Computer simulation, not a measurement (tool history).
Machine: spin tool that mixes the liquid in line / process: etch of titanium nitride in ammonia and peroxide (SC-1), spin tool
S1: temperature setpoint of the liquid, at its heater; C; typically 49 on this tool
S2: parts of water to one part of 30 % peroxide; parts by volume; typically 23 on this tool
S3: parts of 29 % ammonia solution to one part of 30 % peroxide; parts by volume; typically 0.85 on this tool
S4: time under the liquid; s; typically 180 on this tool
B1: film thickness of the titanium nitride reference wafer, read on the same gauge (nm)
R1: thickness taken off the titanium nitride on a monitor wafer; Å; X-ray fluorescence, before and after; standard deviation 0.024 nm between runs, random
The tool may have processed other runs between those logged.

run 1 hour=0 | S1=49 S2=23 S3=0.85 S4=180 | B1=69.991 | R1=40.98
run 2 hour=16.9 | S1=49 S2=23 S3=0.85 S4=180 | B1=69.972 | R1=40.88
run 3 hour=27.9 | S1=49 S2=23 S3=0.85 S4=180 | B1=69.981 | R1=40.95
-- hour=42.9 thermometer replaced
run 4 hour=80.1 | S1=49 S2=23 S3=0.85 S4=180 | B1=69.994 | R1=34.03
-- hour=81.9 gauge calibrated
run 5 hour=89.6 | S1=49 S2=23 S3=0.85 S4=180 | B1=70.038 | R1=33.98
-- hour=100.2 heated supply line repaired
run 6 hour=106.7 | S1=49 S2=23 S3=0.85 S4=180 | B1=69.973 | R1=39.27
run 7 hour=115.6 | S1=49 S2=23 S3=0.85 S4=180 | B1=70.019 | R1=39.43
run 8 hour=122.1 | S1=49 S2=23 S3=0.85 S4=180 | B1=70.006 | R1=38.98
run 9 hour=136.8 | S1=57.5 S2=15 S3=1.1 S4=290 | B1=69.97 | R1=149.5
run 10 hour=146.2 | S1=49 S2=23 S3=0.85 S4=180 | B1=70.012 | R1=39.09
run 11 hour=156.5 | S1=49 S2=23 S3=0.85 S4=180 | B1=70.028 | R1=39.16
-- hour=163.7 ammonia flow meter replaced
run 12 hour=169.4 | S1=49 S2=23 S3=0.85 S4=180 | B1=69.971 | R1=39.15
run 13 hour=182.4 | S1=49 S2=16 S3=0.6 S4=95 | B1=70.013 | R1=23.41
run 14 hour=190.6 | S1=49 S2=20 S3=0.85 S4=180 | B1=70.003 | R1=42.27
-- hour=196.7 new drum of ammonia solution connected
run 15 hour=199.6 | S1=42.5 S2=30.5 S3=0.85 S4=95 | B1=69.978 | R1=11.06
run 16 hour=212.6 | S1=49 S2=19 S3=1.2 S4=140 | B1=70.007 | R1=35.62
run 17 hour=224.4 | S1=49 S2=19 S3=1.2 S4=140 | B1=70.026 | R1=35.82
run 18 hour=234.4 | S1=57.5 S2=23 S3=1.1 S4=100 | B1=69.985 | R1=40.6
run 19 hour=245.8 | S1=49 S2=23 S3=0.85 S4=220 | B1=70.016 | R1=47.59
run 20 hour=260.9 | S1=40 S2=19 S3=1.05 S4=275 | B1=69.993 | R1=35.66
run 21 hour=277.5 | S1=49 S2=23 S3=0.85 S4=180 | B1=69.979 | R1=38.99
run 22 hour=288.7 | S1=49 S2=18 S3=0.85 S4=220 | B1=69.981 | R1=54.32
run 23 hour=299.3 | S1=49 S2=23 S3=0.85 S4=220 | B1=70.002 | R1=47.64
run 24 hour=312.3 | S1=49 S2=23 S3=0.85 S4=180 | B1=70.011 | R1=38.92
run 25 hour=319.8 | S1=49 S2=19 S3=0.5 S4=180 | B1=70.01 | R1=39.39

Here are 3 independent what-if runs from the current tool condition. What would each one return?
run A hour=320.3 | S1=49 S2=23 S3=0.85 S4=180 | B1=? | R1=?
run B hour=320.3 | S1=57 S2=13.5 S3=0.85 S4=180 | B1=? | R1=?
run C hour=320.3 | S1=40 S2=23 S3=0.85 S4=180 | B1=? | R1=?

run=A B1=70.021 R1=39
run=B B1=70.021 R1=90.08
run=C B1=70.021 R1=20.36
Stripped of hidden state, with their random variation kept, the same runs would have yielded:
run=A R1=39.56
run=B R1=91.29
run=C R1=20.67
